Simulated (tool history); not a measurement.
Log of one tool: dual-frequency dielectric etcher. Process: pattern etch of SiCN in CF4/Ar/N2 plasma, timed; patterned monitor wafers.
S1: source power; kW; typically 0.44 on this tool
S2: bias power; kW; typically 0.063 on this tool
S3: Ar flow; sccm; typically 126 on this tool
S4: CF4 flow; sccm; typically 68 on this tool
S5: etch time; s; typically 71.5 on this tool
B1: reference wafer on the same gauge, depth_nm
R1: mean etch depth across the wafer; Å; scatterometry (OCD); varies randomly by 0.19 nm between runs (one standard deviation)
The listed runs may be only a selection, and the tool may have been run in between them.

run	hour	S1	S2	S3	S4	S5	B1	R1
1	0	0.44	0.063	111	68	71.5	68.6	639
2	38.5	0.44	0.063	111	68	71.5	68.6	637
3	99.4	0.44	0.063	126	68	71.5	68.6	622
# hour 171.7: CF4 flow controller replaced
# hour 177.6: Ar flow controller replaced
4	200.1	0.41	0.063	99	74	71.5	68.6	599
5	307.8	0.36	0.063	138	84	91	68.6	625
6	383	0.44	0.05	126	81	84.5	68.6	699
7	452.4	0.44	0.063	126	68	71.5	68.6	609
8	506.5	0.44	0.063	106	68	71.5	68.6	632
9	590.5	0.55	0.063	126	82	71.5	68.6	791
# hour 607.4: source power generator calibrated
# hour 663.4: wet clean of the chamber
10	663.9	0.44	0.063	126	53	80.5	68.6	664
11	737.5	0.44	0.053	126	68	52	68.6	426
# hour 745.8: bias power generator calibrated
12	825.6	0.44	0.048	154	55	91.5	68.6	677
# hour 912.3: upper electrode replaced
13	928.9	0.52	0.063	136	68	71.5	68.6	713
14	992.2	0.44	0.063	114	68	71.5	68.5	621
15	1076.7	0.44	0.069	126	68	76	68.6	663
16	1150.3	0.44	0.063	126	68	71.5	68.6	612
# hour 1241.6: wet clean of the chamber
17	1242.1	0.44	0.063	126	81	71.5	68.7	623
18	1319.6	0.5	0.07	126	63	71.5	68.6	712
19	1426.3	0.37	0.054	126	76	71.5	68.7	499
20	1483.4	0.44	0.063	126	68	71.5	68.5	617
21	1547	0.44	0.063	126	68	71.5	68.6	615
22	1604	0.44	0.056	126	68	71.5	68.6	599

Difference, measured minus no-hidden-state, one row per run. Run-to-run variation is common to both terms; the gauge's own scatter need not be:
Hidden state present: etch rate over this chamber's usual, %; source power that arrives over what is set, %; bias power that arrives over what is set, %; Ar flow that arrives over what is set, %; CF4 flow that arrives over what is set, %; gauge reads high (%).
run	R1
1	+13
2	+13
3	+14
4	+0
5	+0
6	+1
7	+0
8	+1
9	+2
10	+2
11	+2
12	+2
13	+3
14	+3
15	+3
16	+3
17	+4
18	+5
19	+3
20	+5
21	+5
22	+6
